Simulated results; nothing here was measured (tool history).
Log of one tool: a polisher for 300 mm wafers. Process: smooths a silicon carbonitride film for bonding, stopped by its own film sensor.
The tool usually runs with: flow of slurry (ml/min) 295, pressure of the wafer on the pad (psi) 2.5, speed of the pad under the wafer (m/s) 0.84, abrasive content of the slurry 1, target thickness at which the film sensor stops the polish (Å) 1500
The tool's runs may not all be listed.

run   hour  flow of slurry (ml/min)  pressure of the wafer on the pad (psi)  speed of the pad under the wafer (m/s)  abrasive content of the slurry  target thickness at which the film sensor stops the polish (Å)  wafers since the last listed run  wafers polished on this pad  hours since the slurry nozzle was cleaned  hours since the head pressure was calibrated  hours since the slurry blender was calibrated  incoming thickness of the incoming film, nm  time until the film sensor stopped the polish (s)
  1      0                      295                                       3                                    0.84                               1                                                            1500                                 0                          303                                      419.7                                         550.2                                             33                                        167.4                                               62.2
  2   15.9                      295                                       3                                    0.84                               1                                                            1500                                97                          401                                      435.6                                         566.1                                           48.9                                        167.7                                               62.2
  3   27.3                      295                                     2.5                                    0.84                               1                                                            1450                                70                          471                                        447                                         577.5                                           60.3                                        170.3                                              109.7
  4   33.6                      295                                     2.5                                    0.66                               1                                                            1500                                38                          509                                      453.3                                         583.8                                           66.6                                          171                                              104.6
  5   40.3                      295                                     2.5                                    0.66                               1                                                            1500                                41                          551                                        460                                         590.5                                           73.3                                        168.3                                               91.5
      45.3  -- worn pad replaced by a new one
  6     52                      295                                     2.5                                    0.66                               1                                                            1500                                47                           41                                      471.7                                         602.2                                             85                                        170.1                                              104.4
  7   59.5                      320                                     2.5                                       1                               1                                                            1500                                46                           87                                      479.2                                         609.7                                           92.5                                        169.6                                               71.4
  8   68.5                      320                                     2.5                                       1                               1                                                            1500                                55                          142                                      488.2                                         618.7                                          101.5                                        169.2                                               70.9
  9   86.3                      295                                     2.8                                    0.84                               1                                                            1500                               109                          252                                        506                                         636.5                                          119.3                                        168.7                                               70.1
 10   94.7                      295                                     2.5                                    0.84                               1                                                            1500                                51                          303                                      514.4                                         644.9                                          127.7                                        171.2                                               92.6
      96.3  -- slurry nozzle cleaned
     109.6  -- slurry blender recalibrated
 11  110.1                      295                                     2.5                                    0.84                               1                                                            1500                                76                          380                                       13.8                                         660.3                                            0.5                                        170.1                                               86.8
 12  116.4                      295                                     2.5                                    0.84                               1                                                            1500                                38                          418                                       20.1                                         666.6                                            6.8                                        171.8                                               92.4
     130.8  -- worn pad replaced by a new one
 13  131.9                      295                                     2.5                                    0.84                               1                                                            1500                                70                            6                                       35.6                                         682.1                                           22.3                                        169.5                                               84.5
 14    149                      295                                     2.5                                     1.1                            1.15                                                            1440                               105                          111                                       52.7                                         699.2                                           39.4                                        167.2                                               77.2

Estimate the outcome of run 15 from the log above:
     159.5  -- head pressure recalibrated
 15  166.9                      380                                     2.2                                    0.84                            1.15                                                            1500                                97                          209                                       70.6                                           7.4                                           57.3                                          167                                                  ?

Run 15 produced time until the film sensor stopped the polish (s) 74.6.
Were there no unlogged condition in the tool, this run, its random variation unchanged, would have produced time until the film sensor stopped the polish (s) 74.6.
